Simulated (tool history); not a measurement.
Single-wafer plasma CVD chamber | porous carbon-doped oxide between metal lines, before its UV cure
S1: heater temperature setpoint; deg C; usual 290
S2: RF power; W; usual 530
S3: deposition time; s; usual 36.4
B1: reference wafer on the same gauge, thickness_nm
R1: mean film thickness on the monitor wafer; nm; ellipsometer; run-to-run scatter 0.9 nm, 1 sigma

{"run": 1, "hour": 0.0, "S1": 290, "S2": 530, "S3": 33.5, "B1": 199.166, "R1": 187.132}
{"run": 2, "hour": 32.9, "S1": 290, "S2": 530, "S3": 36.4, "B1": 199.293, "R1": 202.072}
{"run": 3, "hour": 52.7, "S1": 290, "S2": 530, "S3": 36.4, "B1": 199.194, "R1": 203.856}
{"run": 4, "hour": 74.3, "S1": 290, "S2": 530, "S3": 36.4, "B1": 198.974, "R1": 203.22}
{"run": 5, "hour": 86.4, "S1": 290, "S2": 530, "S3": 36.4, "B1": 198.951, "R1": 201.596}
{"run": 6, "hour": 116.9, "S1": 290, "S2": 530, "S3": 36.4, "B1": 199.105, "R1": 204.745}
{"run": 7, "hour": 139.6, "S1": 290, "S2": 575, "S3": 36.4, "B1": 198.92, "R1": 211.697}
{"run": 8, "hour": 158.5, "S1": 290, "S2": 575, "S3": 36.4, "B1": 199.018, "R1": 211.936}
{"run": 9, "hour": 185.6, "S1": 290, "S2": 575, "S3": 36.4, "B1": 199.189, "R1": 212.238}
{"run": 10, "hour": 206.3, "S1": 290, "S2": 530, "S3": 36.4, "B1": 198.93, "R1": 203.69}
{"run": 11, "hour": 237.3, "S1": 290, "S2": 530, "S3": 36.4, "B1": 198.774, "R1": 202.944}
{"run": 12, "hour": 267.9, "S1": 290, "S2": 530, "S3": 36.4, "B1": 199.092, "R1": 204.95}
{"run": 13, "hour": 299.2, "S1": 290, "S2": 530, "S3": 36.4, "B1": 198.995, "R1": 206.328}
{"run": 14, "hour": 316.1, "S1": 290, "S2": 530, "S3": 36.4, "B1": 198.88, "R1": 203.842}
{"run": 15, "hour": 348.5, "S1": 290, "S2": 530, "S3": 36.4, "B1": 199.224, "R1": 205.602}
{"hour": 362.0, "done": "showerhead replaced"}
{"run": 16, "hour": 377.6, "S1": 290, "S2": 530, "S3": 33.2, "B1": 198.732, "R1": 187.631}
{"run": 17, "hour": 391.3, "S1": 302, "S2": 530, "S3": 32.9, "B1": 199.093, "R1": 173.142}
{"run": 18, "hour": 492.4, "S1": 278, "S2": 435, "S3": 41.4, "B1": 198.972, "R1": 233.358}
{"hour": 554.3, "done": "gauge calibrated"}
{"run": 19, "hour": 595.7, "S1": 283, "S2": 610, "S3": 36.4, "B1": 198.739, "R1": 230.377}
{"hour": 615.3, "done": "RF generator calibrated"}
{"run": 20, "hour": 615.8, "S1": 290, "S2": 630, "S3": 29.4, "B1": 198.893, "R1": 181.881}
{"run": 21, "hour": 644.2, "S1": 290, "S2": 530, "S3": 36.4, "B1": 199.067, "R1": 206.366}
{"run": 22, "hour": 660.9, "S1": 290, "S2": 530, "S3": 36.4, "B1": 198.94, "R1": 206.148}
{"run": 23, "hour": 673.1, "S1": 278, "S2": 435, "S3": 41.4, "B1": 198.867, "R1": 233.675}
{"run": 24, "hour": 687.3, "S1": 290, "S2": 530, "S3": 30.6, "B1": 198.773, "R1": 174.449}
{"run": 25, "hour": 718.0, "S1": 285, "S2": 530, "S3": 33.4, "B1": 198.731, "R1": 196.547}
{"run": 26, "hour": 738.8, "S1": 299, "S2": 620, "S3": 36.4, "B1": 198.999, "R1": 210.027}
{"hour": 765.5, "done": "thermocouple changed; heater temperature recalibrated"}
{"run": 27, "hour": 765.8, "S1": 282, "S2": 625, "S3": 30.5, "B1": 198.945, "R1": 191.287}
{"run": 28, "hour": 789.3, "S1": 290, "S2": 470, "S3": 42.2, "B1": 198.912, "R1": 220.766}
{"run": 29, "hour": 824.6, "S1": 290, "S2": 530, "S3": 36.4, "B1": 199.228, "R1": 200.405}
{"run": 30, "hour": 843.9, "S1": 290, "S2": 530, "S3": 39.8, "B1": 198.867, "R1": 219.198}
{"run": 31, "hour": 886.9, "S1": 290, "S2": 530, "S3": 36.4, "B1": 199.075, "R1": 200.014}
{"run": 32, "hour": 968.2, "S1": 279, "S2": 475, "S3": 43.2, "B1": 198.611, "R1": 245.702}

Predict each of these 4 candidate next runs independently; none follows another, all start after run 32:
{"run": "A", "hour": 968.6, "S1": 283, "S2": 530, "S3": 36.4, "B1": "?", "R1": "?"}
{"run": "B", "hour": 968.6, "S1": 280, "S2": 620, "S3": 36.4, "B1": "?", "R1": "?"}
{"run": "C", "hour": 968.6, "S1": 277, "S2": 460, "S3": 32.9, "B1": "?", "R1": "?"}
{"run": "D", "hour": 968.6, "S1": 275, "S2": 605, "S3": 39.7, "B1": "?", "R1": "?"}

run=A B1=198.965 R1=208.942
run=B B1=198.965 R1=229.126
run=C B1=198.965 R1=185.438
run=D B1=198.965 R1=255.385
Had the tool no hidden state, the same runs would have come out as:
run=A R1=209.766
run=B R1=230.047
run=C R1=186.192
run=D R1=256.432
